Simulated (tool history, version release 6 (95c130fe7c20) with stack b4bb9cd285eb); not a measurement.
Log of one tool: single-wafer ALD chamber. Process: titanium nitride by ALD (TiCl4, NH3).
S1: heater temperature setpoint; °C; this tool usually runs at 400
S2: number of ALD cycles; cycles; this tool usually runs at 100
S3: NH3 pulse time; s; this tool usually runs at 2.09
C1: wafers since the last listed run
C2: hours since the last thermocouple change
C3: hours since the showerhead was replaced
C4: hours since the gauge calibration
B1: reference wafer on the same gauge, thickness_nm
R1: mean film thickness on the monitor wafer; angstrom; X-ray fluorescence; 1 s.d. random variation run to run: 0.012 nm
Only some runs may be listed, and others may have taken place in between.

Run 1, hour 0.0: usual settings; C1 0; C2 2598.3; C3 6309.4; C4 245.4; B1 1.810. Result: R1 22.46 angstrom.
Run 2, hour 31.9: usual settings; C1 103; C2 2630.2; C3 6341.3; C4 277.3; B1 1.809. Result: R1 22.28 angstrom.
Run 3, hour 50.7: usual settings but S1 406 °C, S2 88 cycles; C1 60; C2 2649.0; C3 6360.1; C4 296.1; B1 1.809. Result: R1 19.73 angstrom.
Run 4, hour 71.3: usual settings but S1 406 °C, S2 88 cycles; C1 66; C2 2669.6; C3 6380.7; C4 316.7; B1 1.808. Result: R1 19.66 angstrom.
Run 5, hour 144.3: usual settings but S1 406 °C, S2 88 cycles; C1 236; C2 2742.6; C3 6453.7; C4 389.7; B1 1.810. Result: R1 19.91 angstrom.
At hour 154.3: thermocouple changed; heater temperature recalibrated.
Run 6, hour 161.9: usual settings; C1 31; C2 7.6; C3 6471.3; C4 407.3; B1 1.810. Result: R1 22.30 angstrom.
Run 7, hour 189.3: usual settings; C1 88; C2 35.0; C3 6498.7; C4 434.7; B1 1.815. Result: R1 22.36 angstrom.
At hour 218.6: gauge calibrated.
Run 8, hour 258.9: usual settings; C1 225; C2 104.6; C3 6568.3; C4 40.3; B1 1.811. Result: R1 22.40 angstrom.
Run 9, hour 270.9: usual settings; C1 38; C2 116.6; C3 6580.3; C4 52.3; B1 1.808. Result: R1 22.24 angstrom.
At hour 284.1: showerhead replaced.
Run 10, hour 284.6: usual settings but S2 113 cycles, S3 1.37 s; C1 18; C2 130.3; C3 0.5; C4 66.0; B1 1.809. Result: R1 24.71 angstrom.

For run 11, what comes out?
Run 11, hour 311.7: usual settings; C1 87; C2 157.4; C3 27.6; C4 93.1; B1 ?. Result: R1 ?.

Run 11 measured B1 1.806, R1 22.32 angstrom.
Without the tool's hidden state the same run would have given R1 22.32 angstrom.
